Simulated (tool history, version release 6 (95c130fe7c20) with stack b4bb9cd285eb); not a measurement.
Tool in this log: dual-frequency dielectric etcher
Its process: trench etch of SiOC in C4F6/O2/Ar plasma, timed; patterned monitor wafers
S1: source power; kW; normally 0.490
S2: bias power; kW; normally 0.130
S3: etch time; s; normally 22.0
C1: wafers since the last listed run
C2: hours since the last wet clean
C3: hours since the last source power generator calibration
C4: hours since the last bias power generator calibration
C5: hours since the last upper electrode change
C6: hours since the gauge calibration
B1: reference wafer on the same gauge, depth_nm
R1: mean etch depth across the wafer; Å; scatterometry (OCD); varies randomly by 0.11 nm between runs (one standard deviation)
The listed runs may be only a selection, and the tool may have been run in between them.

run,day,S1,S2,S3,C1,C2,C3,C4,C5,C6,B1,R1
1,0.000,0.540,0.116,22.0,0,313.1,2181.5,4242.2,4705.6,837.2,45.63,430.0
2,1.167,0.540,0.116,22.0,306,341.1,2209.5,4270.2,4733.6,865.2,45.62,426.5
3,2.288,0.540,0.116,22.0,294,368.0,2236.4,4297.1,4760.5,892.1,45.60,428.7
4,3.812,0.490,0.130,17.0,400,404.6,2273.0,4333.7,4797.1,928.7,45.59,323.2
5,5.392,0.490,0.130,17.0,415,442.5,2310.9,4371.6,4835.0,966.6,45.60,321.0
6,7.150,0.410,0.130,22.0,462,484.7,2353.1,4413.8,4877.2,1008.8,45.57,383.5
# day 10.208: wet clean of the chamber
7,11.138,0.450,0.130,26.5,785,22.3,2448.8,4509.5,4972.9,1104.5,45.59,488.0
8,13.821,0.450,0.130,26.5,705,86.7,2513.2,4573.9,5037.3,1168.9,45.61,487.4
9,15.388,0.450,0.130,26.5,411,124.3,2550.8,4611.5,5074.9,1206.5,45.60,486.7
10,17.308,0.490,0.130,22.0,505,170.4,2596.9,4657.6,5121.0,1252.6,45.60,420.4
11,19.583,0.490,0.130,22.0,598,225.0,2651.5,4712.2,5175.6,1307.2,45.60,421.6
12,22.171,0.400,0.130,22.0,680,287.1,2713.6,4774.3,5237.7,1369.3,45.59,378.7
13,23.933,0.400,0.130,22.0,463,329.4,2755.9,4816.6,5280.0,1411.6,45.59,377.7
# day 27.042: upper electrode replaced
14,27.062,0.400,0.130,22.0,559,404.5,2831.0,4891.7,0.5,1486.7,45.59,377.9
15,28.058,0.420,0.130,22.0,261,428.4,2854.9,4915.6,24.4,1510.6,45.62,386.3
16,29.429,0.490,0.130,22.0,360,461.3,2887.8,4948.5,57.3,1543.5,45.58,416.0
17,31.242,0.410,0.151,22.0,476,504.8,2931.3,4992.0,100.8,1587.0,45.59,392.5
# day 31.454: gauge calibrated
# day 32.679: bias power generator calibrated
18,33.692,0.530,0.157,25.0,600,563.6,2990.1,24.3,159.6,53.7,45.61,508.2
19,35.567,0.490,0.130,22.0,493,608.6,3035.1,69.3,204.6,98.7,45.59,411.3
# day 37.504: wet clean of the chamber
20,37.525,0.570,0.161,22.0,251,0.5,3082.1,116.3,251.6,145.7,45.59,474.2
21,40.308,0.430,0.139,22.0,731,67.3,3148.9,183.1,318.4,212.5,45.59,399.0

What will run 22 give?
22,42.083,0.450,0.130,22.0,466,109.9,3191.5,225.7,361.0,255.1,?,?

{"run 22": {"B1": 45.61, "R1": 403.1}}
Were there no unlogged condition in the tool, this run, its random variation unchanged, would have produced R1 415.2 Å.
